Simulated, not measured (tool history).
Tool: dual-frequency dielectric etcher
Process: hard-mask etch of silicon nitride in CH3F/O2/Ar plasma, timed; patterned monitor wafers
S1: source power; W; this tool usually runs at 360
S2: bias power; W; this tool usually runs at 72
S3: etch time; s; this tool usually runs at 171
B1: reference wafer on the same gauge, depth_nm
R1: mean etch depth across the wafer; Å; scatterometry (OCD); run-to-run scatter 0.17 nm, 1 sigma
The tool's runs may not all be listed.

| run | hour | S1 | S2 | S3 | B1 | R1 |
|---|---|---|---|---|---|---|
| 1 | 0 | 360 | 72 | 130.5 | 93 | 851 |
| 2 | 19.5 | 360 | 72 | 130.5 | 93 | 850 |
| 3 | 35.1 | 360 | 72 | 130.5 | 93 | 850 |
| 4 | 57.9 | 360 | 72 | 145 | 93 | 949 |
| 5 | 154.1 | 360 | 72 | 145 | 93 | 953 |
| 6 | 168.6 | 360 | 79 | 187 | 93.1 | 1255 |
| 7 | 185.7 | 360 | 79 | 187 | 93 | 1258 |
| 8 | 210.8 | 360 | 72 | 171 | 93 | 1124 |
| 9 | 231.1 | 300 | 72 | 171 | 93 | 1038 |
|  | 286.6 | wet clean of the chamber |
| 10 | 287.1 | 360 | 72 | 171 | 93 | 1108 |
|  | 296.2 | gauge calibrated |
| 11 | 296.7 | 390 | 72 | 141 | 93 | 947 |
| 12 | 316.5 | 320 | 72 | 126 | 93 | 777 |
| 13 | 351.9 | 360 | 72 | 171 | 93 | 1112 |
| 14 | 369.8 | 310 | 72 | 171 | 93 | 1045 |
|  | 380.9 | bias power generator calibrated |
|  | 402 | source power generator calibrated |
| 15 | 405.4 | 300 | 87 | 171 | 93 | 1078 |
|  | 440.4 | upper electrode replaced |
| 16 | 440.9 | 280 | 79 | 171 | 93 | 1021 |
| 17 | 471.8 | 360 | 72 | 171 | 93 | 1117 |
| 18 | 491.5 | 360 | 72 | 171 | 93 | 1118 |
| 19 | 505.9 | 360 | 72 | 171 | 92.9 | 1117 |
| 20 | 527.4 | 360 | 78 | 171 | 93 | 1140 |
| 21 | 553.5 | 440 | 85 | 213 | 93 | 1588 |

Branching from run 21: 5 alternative next runs. What would each branch give?
| A | 554 | 360 | 72 | 171 | ? | ? |
| B | 554 | 330 | 90 | 203 | ? | ? |
| C | 554 | 390 | 65 | 154 | ? | ? |
| D | 554 | 290 | 61 | 147 | ? | ? |
| E | 554 | 360 | 79 | 171 | ? | ? |

| run | B1 | R1 |
|---|---|---|
| A | 93 | 1122 |
| B | 93 | 1355 |
| C | 93 | 1022 |
| D | 93 | 843 |
| E | 93 | 1147 |
Take away the tool's hidden state, keep each run's random variation, and the runs would have read:
| run | R1 |
|---|---|
| A | 1110 |
| B | 1341 |
| C | 1012 |
| D | 835 |
| E | 1135 |
